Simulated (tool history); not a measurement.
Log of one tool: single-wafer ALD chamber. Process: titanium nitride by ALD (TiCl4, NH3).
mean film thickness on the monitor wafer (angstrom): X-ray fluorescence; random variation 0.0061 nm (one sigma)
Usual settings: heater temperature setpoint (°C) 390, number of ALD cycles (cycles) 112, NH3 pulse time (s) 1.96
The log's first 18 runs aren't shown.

run	hour	heater temperature setpoint (°C)	number of ALD cycles (cycles)	NH3 pulse time (s)	read-back reference wafer on the same gauge, thickness_nm	mean film thickness on the monitor wafer (angstrom)
19	466.4	390	112	1.96	2.321	24.73
20	481.8	390	93	1.96	2.321	20.52
21	512.2	390	112	1.96	2.323	24.79
22	540.4	385	101	1.96	2.323	22.19
23	563.8	390	112	1.96	2.327	24.77
24	590.8	390	112	1.96	2.331	24.76
# hour 606.4: thermocouple changed; heater temperature recalibrated
25	621.5	401	104	2.24	2.33	23.32
26	652.7	400	112	2.59	2.331	25.3
27	679.4	399	97	1.75	2.335	21.61
# hour 708.9: gauge calibrated
# hour 713.9: showerhead replaced
28	714.4	384	112	1.96	2.273	23.98
29	745.9	376	112	1.96	2.274	23.94
30	765.3	397	97	2.55	2.274	21.19
31	780.6	390	93	2.37	2.272	20.35
32	815	390	100	1.5	2.272	21.33
33	828	390	93	1.37	2.274	19.79
34	852	378	112	1.44	2.274	23.45
35	882.7	395	94	1.96	2.274	20.4
36	910.9	390	112	1.96	2.274	24.19
37	946.5	379	125	1.41	2.274	26.36
38	963.6	381	119	1.61	2.273	25.27
39	978.3	390	112	1.96	2.275	24.12

Forecast each of these 5 alternatives for the next run:
A	978.9	380	112	1.96	?	?
B	978.9	390	112	2.68	?	?
C	978.9	390	118	2.5	?	?
D	978.9	379	125	2.58	?	?
E	978.9	379	112	1.96	?	?

run	read-back reference wafer on the same gauge, thickness_nm	mean film thickness on the monitor wafer (angstrom)
A	2.274	23.92
B	2.274	24.42
C	2.274	25.66
D	2.274	27.01
E	2.274	23.9
Without the tool's hidden state the same runs would have given:
run	mean film thickness on the monitor wafer (angstrom)
A	23.98
B	24.47
C	25.72
D	27.07
E	23.95

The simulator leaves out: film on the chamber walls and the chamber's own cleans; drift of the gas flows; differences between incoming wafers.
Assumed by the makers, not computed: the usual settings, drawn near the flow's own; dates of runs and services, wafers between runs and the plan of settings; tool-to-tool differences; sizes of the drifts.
